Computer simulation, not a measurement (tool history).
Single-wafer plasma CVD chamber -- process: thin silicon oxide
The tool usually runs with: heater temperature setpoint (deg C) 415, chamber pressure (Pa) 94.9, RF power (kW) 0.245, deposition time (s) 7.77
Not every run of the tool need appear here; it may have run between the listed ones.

run    hour  heater temperature setpoint (deg C)  chamber pressure (Pa)  RF power (kW)  deposition time (s)  read-back reference wafer on the same gauge, thickness_nm  mean film thickness on the monitor wafer (Å)
  1     0.0                                  412                   94.9          0.245                 7.77                                                     11.291                                        114.26
  2    60.4                                  415                   94.9          0.245                 7.77                                                     11.297                                        114.73
  3    88.4                                  415                   94.9          0.245                 7.77                                                     11.307                                        113.94
  4   154.9                                  415                   94.9          0.245                 7.77                                                     11.300                                        114.94
  5   188.0                                  415                   94.9          0.245                 7.77                                                     11.308                                        114.24
  6   232.9                                  415                   94.9          0.245                 7.77                                                     11.297                                        114.33
  7   302.3                                  415                   94.9          0.245                 7.77                                                     11.311                                        114.15
  8   361.1                                  419                   94.9          0.245                 7.77                                                     11.297                                        113.92
  9   430.4                                  419                   94.9          0.245                 7.77                                                     11.307                                        113.84
 10   496.2                                  419                   94.9          0.245                 7.77                                                     11.301                                        114.33
 11   534.3                                  415                   82.7          0.245                 7.77                                                     11.300                                         99.55
 12   561.4                                  415                   94.9          0.245                 7.77                                                     11.289                                        113.75
 13   630.9                                  415                   94.9          0.245                 7.77                                                     11.302                                        115.16
 14   671.9                                  415                   94.9          0.245                 7.77                                                     11.292                                        113.85
 15   710.8                                  415                  112.1          0.205                 6.51                                                     11.305                                        100.95
 16   745.8                                  415                  107.2          0.245                 7.77                                                     11.305                                        127.97
 17   781.8                                  415                   94.9          0.245                 7.77                                                     11.314                                        113.86
 18   820.9                                  415                   94.9          0.215                 7.23                                                     11.316                                         98.82
 19   846.2                                  415                   94.9          0.260                 6.72                                                     11.289                                        102.69
 20   886.6                                  425                   72.9          0.270                 6.70                                                     11.293                                         79.00
 21   944.1                                  407                  107.9          0.245                 7.77                                                     11.301                                        130.00
 22  1010.9                                  415                   74.3          0.245                 7.77                                                     11.303                                         89.45
 23  1073.0                                  404                  108.5          0.275                 7.77                                                     11.306                                        139.41
 24  1122.3                                  404                  107.6          0.245                 7.77                                                     11.288                                        129.94
 25  1193.0                                  403                   77.5          0.275                 7.30                                                     11.306                                         93.50
 26  1247.1                                  415                   77.7          0.275                 7.13                                                     11.300                                         90.68
 27  1350.9                                  415                   94.9          0.245                 7.77                                                     11.306                                        114.62
 28  1388.7                                  415                   94.9          0.245                 7.77                                                     11.299                                        114.18
 29  1441.6                                  415                   75.7          0.245                 7.31                                                     11.300                                         85.61
 30  1496.0                                  429                  102.8          0.230                 8.49                                                     11.304                                        130.01

The log once held 5 entries between its listed runs, left out of this copy. Where does each go, and what is different about the tool's unlogged condition between the listed run before it and the listed run after it?
From run 12 to run 13: showerhead replaced (hour 585.9)
  nothing in the hidden state changes from one run to the other
From run 15 to run 16: RF generator calibrated (hour 739.4)
  nothing in the hidden state changes from one run to the other
From run 16 to run 17: gauge calibrated (hour 781.8)
  nothing in the hidden state changes from one run to the other
From run 22 to run 23: thermocouple changed; heater temperature recalibrated (hour 1021.4); capacitance manometer re-zeroed and calibrated (hour 1023.0)
  nothing in the hidden state changes from one run to the other
